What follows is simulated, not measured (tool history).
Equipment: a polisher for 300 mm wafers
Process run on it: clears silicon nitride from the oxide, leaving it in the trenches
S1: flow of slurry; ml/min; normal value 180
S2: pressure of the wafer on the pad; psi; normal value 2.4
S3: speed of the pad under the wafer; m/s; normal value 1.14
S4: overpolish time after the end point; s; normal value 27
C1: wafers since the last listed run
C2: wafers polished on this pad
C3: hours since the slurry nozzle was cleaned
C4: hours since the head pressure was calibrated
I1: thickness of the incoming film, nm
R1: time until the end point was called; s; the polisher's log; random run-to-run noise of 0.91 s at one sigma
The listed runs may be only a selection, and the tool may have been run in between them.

run	hour	S1	S2	S3	S4	C1	C2	C3	C4	I1	R1
1	0	180	2.4	1.14	27	0	653	361.1	670.2	79.7	105.1
2	16.7	180	2.4	1.14	27	137	791	377.8	686.9	80.3	107.3
3	39.5	180	2.4	1.14	27	188	979	400.6	709.7	80.2	108
# hour 54: worn pad replaced by a new one
4	73.2	180	2.4	1.42	27	245	158	434.3	743.4	79.3	85
5	105.5	180	2.4	1.42	27	266	425	466.6	775.7	80.2	87.7
6	128.1	180	2.4	1.14	27	186	612	489.2	798.3	81.7	111.2
7	141.7	180	2.4	1.14	27	112	724	502.8	811.9	81.6	111.7
# hour 163: worn pad replaced by a new one
8	174.5	180	2.4	1.14	27	237	94	535.6	844.7	79.4	109
9	193.5	140	2.4	1.14	17	156	251	554.6	863.7	81.4	117
10	211.7	135	2.8	1.44	36	150	401	572.8	881.9	80.4	83.7
11	245.4	210	2.6	1.14	27	278	680	606.5	915.6	80.8	102.3
# hour 257: slurry nozzle cleaned
# hour 275: head pressure recalibrated
# hour 285: worn pad replaced by a new one
12	290.6	180	2.4	1.14	27	315	45	33.6	15.6	81.3	103.3
13	312.6	155	1.8	1.3	32	181	227	55.6	37.6	79.7	107.3
14	326.7	145	2.4	1.14	27	116	344	69.7	51.7	81	108.2

What does the tool deliver on the next run?
15	343.6	225	2.4	1.14	12	139	483	86.6	68.6	79.5	?

Run 15 measured R1 98.4 s.
Without the tool's hidden state the same run would have given R1 97.4 s.

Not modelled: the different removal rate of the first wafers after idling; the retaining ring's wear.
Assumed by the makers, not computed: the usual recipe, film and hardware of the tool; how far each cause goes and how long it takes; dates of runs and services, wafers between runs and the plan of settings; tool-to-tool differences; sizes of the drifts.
